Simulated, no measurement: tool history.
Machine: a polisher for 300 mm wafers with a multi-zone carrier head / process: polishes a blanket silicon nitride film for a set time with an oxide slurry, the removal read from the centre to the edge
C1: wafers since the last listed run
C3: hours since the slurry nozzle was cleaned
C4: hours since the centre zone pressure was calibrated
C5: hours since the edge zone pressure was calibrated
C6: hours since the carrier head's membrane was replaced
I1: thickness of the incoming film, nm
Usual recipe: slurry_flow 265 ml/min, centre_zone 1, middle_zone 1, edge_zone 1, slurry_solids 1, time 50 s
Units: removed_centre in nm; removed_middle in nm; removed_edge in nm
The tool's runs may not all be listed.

run 1 day=0 | slurry_flow=265 centre_zone=1 middle_zone=1 edge_zone=1 slurry_solids=1.1 time=50 | C1=0 wafers_polished_on_this_pad=621 C3=605.9 C4=605.2 C5=253.3 C6=534.5 | I1=387.3 | removed_centre=42.8 removed_middle=45.7 removed_edge=46.8
run 2 day=1.7 | slurry_flow=265 centre_zone=1 middle_zone=1 edge_zone=1 slurry_solids=0.7 time=50 | C1=228 wafers_polished_on_this_pad=850 C3=646.7 C4=646 C5=294.1 C6=575.3 | I1=379.3 | removed_centre=37.3 removed_middle=39.6 removed_edge=40.9
run 3 day=3.862 | slurry_flow=265 centre_zone=1 middle_zone=1 edge_zone=1 slurry_solids=1 time=50 | C1=290 wafers_polished_on_this_pad=1141 C3=698.6 C4=697.9 C5=346 C6=627.2 | I1=378.1 | removed_centre=41.6 removed_middle=45 removed_edge=45.6
run 4 day=6.65 | slurry_flow=265 centre_zone=1 middle_zone=1 edge_zone=1 slurry_solids=1 time=50 | C1=374 wafers_polished_on_this_pad=1516 C3=765.5 C4=764.8 C5=412.9 C6=694.1 | I1=382 | removed_centre=41.3 removed_middle=43.9 removed_edge=45.1
run 5 day=9.204 | slurry_flow=265 centre_zone=0.96 middle_zone=0.92 edge_zone=1 slurry_solids=0.8 time=45 | C1=343 wafers_polished_on_this_pad=1860 C3=826.8 C4=826.1 C5=474.2 C6=755.4 | I1=384.3 | removed_centre=33.2 removed_middle=34.4 removed_edge=38.1
-- day=10.042 edge zone pressure recalibrated
run 6 day=10.367 | slurry_flow=265 centre_zone=1.06 middle_zone=1 edge_zone=1 slurry_solids=1 time=50 | C1=145 wafers_polished_on_this_pad=2005 C3=854.7 C4=854 C5=7.8 C6=783.3 | I1=377.4 | removed_centre=43.3 removed_middle=44.7 removed_edge=45.7
-- day=10.529 slurry nozzle cleaned
run 7 day=11.596 | slurry_flow=175 centre_zone=1 middle_zone=1 edge_zone=1 slurry_solids=1 time=50 | C1=159 wafers_polished_on_this_pad=2164 C3=25.6 C4=883.5 C5=37.3 C6=812.8 | I1=382.2 | removed_centre=39.3 removed_middle=42 removed_edge=43.4
run 8 day=13.638 | slurry_flow=315 centre_zone=1 middle_zone=1.07 edge_zone=1 slurry_solids=1.2 time=42 | C1=274 wafers_polished_on_this_pad=2439 C3=74.6 C4=932.5 C5=86.3 C6=861.8 | I1=385.5 | removed_centre=37.2 removed_middle=42.3 removed_edge=40.9
run 9 day=15.562 | slurry_flow=265 centre_zone=1 middle_zone=1 edge_zone=1 slurry_solids=0.8 time=50 | C1=258 wafers_polished_on_this_pad=2698 C3=120.8 C4=978.7 C5=132.5 C6=908 | I1=382.2 | removed_centre=38.3 removed_middle=41.4 removed_edge=42.4
-- day=16.062 worn pad replaced by a new one
run 10 day=17.683 | slurry_flow=265 centre_zone=1 middle_zone=1 edge_zone=1 slurry_solids=1 time=35 | C1=262 wafers_polished_on_this_pad=217 C3=171.7 C4=1029.6 C5=183.4 C6=958.9 | I1=381 | removed_centre=28.5 removed_middle=30.5 removed_edge=31.9
run 11 day=20.65 | slurry_flow=265 centre_zone=1 middle_zone=1.08 edge_zone=1 slurry_solids=1 time=36 | C1=399 wafers_polished_on_this_pad=616 C3=242.9 C4=1100.8 C5=254.6 C6=1030.1 | I1=372 | removed_centre=29.6 removed_middle=34.2 removed_edge=32.7
run 12 day=22.529 | slurry_flow=265 centre_zone=1 middle_zone=0.92 edge_zone=1 slurry_solids=1 time=67 | C1=252 wafers_polished_on_this_pad=869 C3=288 C4=1145.9 C5=299.7 C6=1075.2 | I1=380.4 | removed_centre=54.2 removed_middle=54.9 removed_edge=60.5
run 13 day=23.612 | slurry_flow=265 centre_zone=0.94 middle_zone=1 edge_zone=1.11 slurry_solids=1 time=36 | C1=145 wafers_polished_on_this_pad=1015 C3=314 C4=1171.9 C5=325.7 C6=1101.2 | I1=383.8 | removed_centre=27.3 removed_middle=32.4 removed_edge=34.3
run 14 day=24.833 | slurry_flow=215 centre_zone=1 middle_zone=1 edge_zone=1 slurry_solids=1 time=50 | C1=164 wafers_polished_on_this_pad=1179 C3=343.3 C4=1201.2 C5=355 C6=1130.5 | I1=384.1 | removed_centre=39.3 removed_middle=44.1 removed_edge=45.1
run 15 day=26.596 | slurry_flow=265 centre_zone=1 middle_zone=1 edge_zone=1 slurry_solids=1 time=66 | C1=237 wafers_polished_on_this_pad=1416 C3=385.6 C4=1243.5 C5=397.3 C6=1172.8 | I1=385.4 | removed_centre=53.4 removed_middle=59 removed_edge=59.7
run 16 day=28.35 | slurry_flow=265 centre_zone=1 middle_zone=1 edge_zone=0.94 slurry_solids=1 time=50 | C1=235 wafers_polished_on_this_pad=1652 C3=427.7 C4=1285.6 C5=439.4 C6=1214.9 | I1=375.5 | removed_centre=40.2 removed_middle=45.2 removed_edge=44
run 17 day=29.696 | slurry_flow=265 centre_zone=1 middle_zone=1 edge_zone=0.95 slurry_solids=1.2 time=50 | C1=181 wafers_polished_on_this_pad=1833 C3=460 C4=1317.9 C5=471.7 C6=1247.2 | I1=382.4 | removed_centre=42.3 removed_middle=46.8 removed_edge=46.9
-- day=30.408 edge zone pressure recalibrated
run 18 day=31.6 | slurry_flow=265 centre_zone=1 middle_zone=1 edge_zone=0.94 slurry_solids=1 time=32 | C1=244 wafers_polished_on_this_pad=2078 C3=505.7 C4=1363.6 C5=28.6 C6=1292.9 | I1=384 | removed_centre=25.8 removed_middle=28 removed_edge=28.3
-- day=32.992 worn pad replaced by a new one
-- day=33.488 centre zone pressure recalibrated
run 19 day=34.433 | slurry_flow=265 centre_zone=1.03 middle_zone=1 edge_zone=1 slurry_solids=1 time=39 | C1=347 wafers_polished_on_this_pad=182 C3=573.7 C4=22.7 C5=96.6 C6=1360.9 | I1=387.9 | removed_centre=35.1 removed_middle=34.1 removed_edge=35.3
run 20 day=35.504 | slurry_flow=265 centre_zone=0.96 middle_zone=1 edge_zone=1.08 slurry_solids=1 time=67 | C1=144 wafers_polished_on_this_pad=326 C3=599.4 C4=48.4 C5=122.3 C6=1386.6 | I1=375.1 | removed_centre=54.8 removed_middle=59.3 removed_edge=63.7
run 21 day=36.892 | slurry_flow=220 centre_zone=1 middle_zone=1 edge_zone=1 slurry_solids=0.85 time=50 | C1=186 wafers_polished_on_this_pad=513 C3=632.7 C4=81.7 C5=155.6 C6=1419.9 | I1=383.6 | removed_centre=39.9 removed_middle=40.9 removed_edge=42.7

Forecast each of these 5 alternatives for the next run:
run A day=36.908 | slurry_flow=265 centre_zone=1 middle_zone=1 edge_zone=1 slurry_solids=1 time=50 | C1=2 wafers_polished_on_this_pad=515 C3=633.1 C4=82.1 C5=156 C6=1420.3 | I1=378.9 | removed_centre=? removed_middle=? removed_edge=?
run B day=36.908 | slurry_flow=265 centre_zone=1 middle_zone=1 edge_zone=1 slurry_solids=1 time=55 | C1=2 wafers_polished_on_this_pad=515 C3=633.1 C4=82.1 C5=156 C6=1420.3 | I1=378.9 | removed_centre=? removed_middle=? removed_edge=?
run C day=36.908 | slurry_flow=265 centre_zone=1 middle_zone=1 edge_zone=0.88 slurry_solids=1 time=50 | C1=2 wafers_polished_on_this_pad=515 C3=633.1 C4=82.1 C5=156 C6=1420.3 | I1=378.9 | removed_centre=? removed_middle=? removed_edge=?
run D day=36.908 | slurry_flow=265 centre_zone=1 middle_zone=1 edge_zone=1 slurry_solids=0.9 time=50 | C1=2 wafers_polished_on_this_pad=515 C3=633.1 C4=82.1 C5=156 C6=1420.3 | I1=378.9 | removed_centre=? removed_middle=? removed_edge=?
run E day=36.908 | slurry_flow=350 centre_zone=1 middle_zone=1.04 edge_zone=1 slurry_solids=1 time=50 | C1=2 wafers_polished_on_this_pad=515 C3=633.1 C4=82.1 C5=156 C6=1420.3 | I1=378.9 | removed_centre=? removed_middle=? removed_edge=?

run=A removed_centre=43.1 removed_middle=42.8 removed_edge=44.7
run=B removed_centre=47.4 removed_middle=47.1 removed_edge=49.1
run=C removed_centre=43.1 removed_middle=42.9 removed_edge=42.1
run=D removed_centre=41.7 removed_middle=41.5 removed_edge=43.3
run=E removed_centre=44.2 removed_middle=45.2 removed_edge=45.4
Without the tool's unlogged condition, the same runs would have read:
run=A removed_centre=43.7 removed_middle=42.8 removed_edge=44.7
run=B removed_centre=48 removed_middle=47.1 removed_edge=49.1
run=C removed_centre=43.7 removed_middle=42.8 removed_edge=42.1
run=D removed_centre=42.3 removed_middle=41.5 removed_edge=43.3
run=E removed_centre=44.8 removed_middle=45.2 removed_edge=45.4
